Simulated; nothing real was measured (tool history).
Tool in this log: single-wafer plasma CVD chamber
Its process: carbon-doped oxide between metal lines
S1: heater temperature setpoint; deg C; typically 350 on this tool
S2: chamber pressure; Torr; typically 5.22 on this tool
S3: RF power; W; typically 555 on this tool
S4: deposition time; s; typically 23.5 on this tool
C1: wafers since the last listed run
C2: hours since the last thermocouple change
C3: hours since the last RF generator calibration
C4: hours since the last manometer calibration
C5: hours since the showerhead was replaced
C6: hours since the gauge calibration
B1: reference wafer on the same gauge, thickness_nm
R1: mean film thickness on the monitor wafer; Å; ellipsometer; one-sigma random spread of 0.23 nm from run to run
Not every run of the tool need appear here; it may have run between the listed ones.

run,hour,S1,S2,S3,S4,C1,C2,C3,C4,C5,C6,B1,R1
1,0,341,5.22,555,23.5,0,2046.7,2316,2777.9,4076.7,106.7,105.014,1221.17
2,13.5,341,5.22,555,23.5,400,2060.2,2329.5,2791.4,4090.2,120.2,105.061,1214.57
3,24.7,350,5.22,555,24.9,332,2071.4,2340.7,2802.6,4101.4,131.4,104.932,1254.34
4,36.5,350,5.22,555,24.9,350,2083.2,2352.5,2814.4,4113.2,143.2,105.083,1257.41
# hour 39.8: gauge calibrated
5,46.2,350,5.22,555,23.5,287,2092.9,2362.2,2824.1,4122.9,6.4,104.979,1191.28
6,60.9,350,5.22,555,23.5,436,2107.6,2376.9,2838.8,4137.6,21.1,104.952,1188.75
# hour 80.7: RF generator calibrated
7,81.2,350,5.22,555,23.5,365,2127.9,0.5,2859.1,4157.9,41.4,105.05,1138.52
8,94.1,338,5.22,555,23.5,382,2140.8,13.4,2872,4170.8,54.3,104.921,1171.07
9,108.4,338,5.22,555,23.5,424,2155.1,27.7,2886.3,4185.1,68.6,104.952,1174.26
# hour 120.8: RF generator calibrated, repeated, since the last time left the tool worse
# hour 129.2: capacitance manometer re-zeroed and calibrated
10,129.7,338,5.22,555,23.5,157,2176.4,8.9,0.5,4206.4,89.9,105.106,1297.35
11,135.8,350,6.17,555,23.5,181,2182.5,15,6.6,4212.5,96,104.946,1284.58
# hour 145.1: thermocouple changed; heater temperature recalibrated
# hour 158.1: showerhead replaced
12,158.6,350,6.31,555,23.5,201,13.5,37.8,29.4,0.5,118.8,105.012,1281.66
13,163.5,339,5.22,620,22.2,145,18.4,42.7,34.3,5.4,123.7,105.045,1343.42
14,172.9,364,3.95,635,27.6,278,27.8,52.1,43.7,14.8,133.1,105.005,1539.38
# hour 183.8: gauge calibrated
15,190.7,350,5.72,555,20.4,528,45.6,69.9,61.5,32.6,6.9,105.035,1103.94
16,203.5,350,4.35,650,23.5,379,58.4,82.7,74.3,45.4,19.7,105.013,1398.33
17,212.6,338,5.22,555,23.5,270,67.5,91.8,83.4,54.5,28.8,104.985,1292.89
18,221.2,350,3.95,455,23.5,255,76.1,100.4,92,63.1,37.4,104.995,970
19,237.9,350,4.42,470,19.4,495,92.8,117.1,108.7,79.8,54.1,105.053,849.96
20,254.1,350,5.22,555,23.5,480,109,133.3,124.9,96,70.3,104.986,1246.98

Here are 4 independent what-if runs from the current tool condition. What would each one return?
A,254.5,350,5.22,555,23.5,11,109.4,133.7,125.3,96.4,70.7,?,?
B,254.5,350,5.22,595,23.5,11,109.4,133.7,125.3,96.4,70.7,?,?
C,254.5,350,5.22,495,23.5,11,109.4,133.7,125.3,96.4,70.7,?,?
D,254.5,359,4.41,615,27.9,11,109.4,133.7,125.3,96.4,70.7,?,?

run,B1,R1
A,104.928,1252.64
B,104.928,1333.67
C,104.928,1120.14
D,104.928,1552.2
With the hidden condition removed and each run's random variation left untouched, the same runs would have given:
run,R1
A,1265.81
B,1347.51
C,1132.33
D,1568.32

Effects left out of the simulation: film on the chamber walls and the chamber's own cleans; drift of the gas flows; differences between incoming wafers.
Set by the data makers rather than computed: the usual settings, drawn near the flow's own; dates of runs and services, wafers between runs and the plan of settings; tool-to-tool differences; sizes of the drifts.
